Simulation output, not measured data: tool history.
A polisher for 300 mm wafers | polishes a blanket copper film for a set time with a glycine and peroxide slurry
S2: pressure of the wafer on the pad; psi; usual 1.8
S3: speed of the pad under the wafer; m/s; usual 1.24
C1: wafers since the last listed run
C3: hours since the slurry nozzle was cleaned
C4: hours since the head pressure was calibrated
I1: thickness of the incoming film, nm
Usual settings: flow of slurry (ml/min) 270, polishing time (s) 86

Run 1, hour 0: usual settings; C1 0; wafers polished on this pad 658; C3 397.2; C4 845.5; I1 1110.9. Result: film removed (nm) 364.
Run 2, hour 34.7: usual settings; C1 342; wafers polished on this pad 1000; C3 431.9; C4 880.2; I1 1098. Result: film removed (nm) 364.7.
At hour 55.9: worn pad replaced by a new one.
Run 3, hour 97.5: usual settings; C1 580; wafers polished on this pad 410; C3 494.7; C4 943; I1 1114.9. Result: film removed (nm) 363.9.
At hour 182.7: worn pad replaced by a new one.
At hour 197: slurry nozzle cleaned.
At hour 199.2: head pressure recalibrated.
Run 4, hour 204.1: usual settings; C1 983; wafers polished on this pad 181; C3 7.1; C4 4.9; I1 1108.7. Result: film removed (nm) 347.7.
Run 5, hour 236.4: usual settings; C1 318; wafers polished on this pad 500; C3 39.4; C4 37.2; I1 1099.2. Result: film removed (nm) 344.4.
Run 6, hour 252.1: usual settings; C1 155; wafers polished on this pad 655; C3 55.1; C4 52.9; I1 1120.5. Result: film removed (nm) 350.9.
Run 7, hour 275.6: usual settings but S3 1.52 m/s; C1 232; wafers polished on this pad 887; C3 78.6; C4 76.4; I1 1107.5. Result: film removed (nm) 388.9.
At hour 297.4: worn pad replaced by a new one.
Run 8, hour 309.9: usual settings but S3 1.52 m/s; C1 299; wafers polished on this pad 123; C3 112.9; C4 110.7; I1 1093.2. Result: film removed (nm) 389.8.
Run 9, hour 325.3: usual settings but polishing time (s) 67; C1 152; wafers polished on this pad 276; C3 128.3; C4 126.1; I1 1106.2. Result: film removed (nm) 275.1.
Run 10, hour 354.4: usual settings but flow of slurry (ml/min) 190, S2 2.2 psi; C1 287; wafers polished on this pad 563; C3 157.4; C4 155.2; I1 1113.8. Result: film removed (nm) 379.3.
Run 11, hour 388.5: usual settings but flow of slurry (ml/min) 305, polishing time (s) 58; C1 336; wafers polished on this pad 900; C3 191.5; C4 189.3; I1 1098.5. Result: film removed (nm) 238.9.
At hour 415.4: worn pad replaced by a new one.
Run 12, hour 420.6: usual settings but flow of slurry (ml/min) 185, S3 1.56 m/s; C1 277; wafers polished on this pad 51; C3 223.6; C4 221.4; I1 1112.8. Result: film removed (nm) 378.
Run 13, hour 438.3: usual settings but flow of slurry (ml/min) 360, S2 2.4 psi, S3 1.54 m/s, polishing time (s) 106; C1 174; wafers polished on this pad 226; C3 241.3; C4 239.1; I1 1096.2. Result: film removed (nm) 616.9.
Run 14, hour 454.8: usual settings but S2 1.6 psi, S3 0.9 m/s, polishing time (s) 66; C1 162; wafers polished on this pad 389; C3 257.8; C4 255.6; I1 1101.9. Result: film removed (nm) 217.2.
Run 15, hour 469: usual settings but S2 1.3 psi, S3 1.62 m/s; C1 140; wafers polished on this pad 529; C3 272; C4 269.8; I1 1112.8. Result: film removed (nm) 332.1.
Run 16, hour 493.8: usual settings but S2 2 psi; C1 244; wafers polished on this pad 774; C3 296.8; C4 294.6; I1 1089. Result: film removed (nm) 380.6.

Run 17 comes next. What will it give?
At hour 524.2: worn pad replaced by a new one.
Run 17, hour 564.8: usual settings; C1 661; wafers polished on this pad 400; C3 367.8; C4 365.6; I1 1127.4. Result: film removed (nm) ?.

film removed (nm): 356.7
Without the tool's hidden state the same run would have given film removed (nm) 343.5.
